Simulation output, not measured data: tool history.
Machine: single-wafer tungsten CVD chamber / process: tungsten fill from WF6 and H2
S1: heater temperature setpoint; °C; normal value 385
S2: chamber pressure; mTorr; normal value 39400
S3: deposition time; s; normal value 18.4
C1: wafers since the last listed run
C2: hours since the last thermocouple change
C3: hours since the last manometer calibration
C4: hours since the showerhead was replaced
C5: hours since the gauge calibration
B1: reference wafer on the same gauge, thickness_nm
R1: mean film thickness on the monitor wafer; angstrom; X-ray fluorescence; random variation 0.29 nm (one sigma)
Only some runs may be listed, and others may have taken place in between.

run,hour,S1,S2,S3,C1,C2,C3,C4,C5,B1,R1
1,0,374,39400,21.3,0,2687.6,2162.4,3234.8,437.8,49.47,508.56
2,52.6,385,35000,16.1,825,2740.2,2215,3287.4,490.4,49.401,453.72
3,118.5,385,39400,18.4,1033,2806.1,2280.9,3353.3,556.3,49.392,571.09
4,186.2,385,39400,18.4,1062,2873.8,2348.6,3421,624,49.495,574.5
5,212.9,385,39400,18.4,418,2900.5,2375.3,3447.7,650.7,49.442,570.91
6,262.9,385,39400,18.4,784,2950.5,2425.3,3497.7,700.7,49.448,567.97
7,320.9,385,39400,18.4,909,3008.5,2483.3,3555.7,758.7,49.434,581.36
# hour 323.4: gauge calibrated
8,354.8,385,39400,18.4,531,3042.4,2517.2,3589.6,31.4,49.455,583.46
# hour 386.4: thermocouple changed; heater temperature recalibrated
9,426.6,397,46700,18.4,1000,40.2,2589,3661.4,103.2,49.455,710.02
# hour 457.7: showerhead replaced
10,490.5,385,39400,18.4,876,104.1,2652.9,32.8,167.1,49.434,496.38
11,551.9,390,36900,15.1,963,165.5,2714.3,94.2,228.5,49.38,430.94
12,614.6,380,48500,18.4,983,228.2,2777,156.9,291.2,49.488,501.61
# hour 703.8: capacitance manometer re-zeroed and calibrated
13,785.7,392,42700,16.9,2558,399.3,81.9,328,462.3,49.414,558.58

For run 14, what comes out?
14,826,377,47400,14.9,632,439.6,122.2,368.3,502.6,?,?

B1: 49.42
R1: 371.26 angstrom
Take away the tool's hidden state, keep the run-to-run variation as it was, and the same run would have given R1 365.22 angstrom.
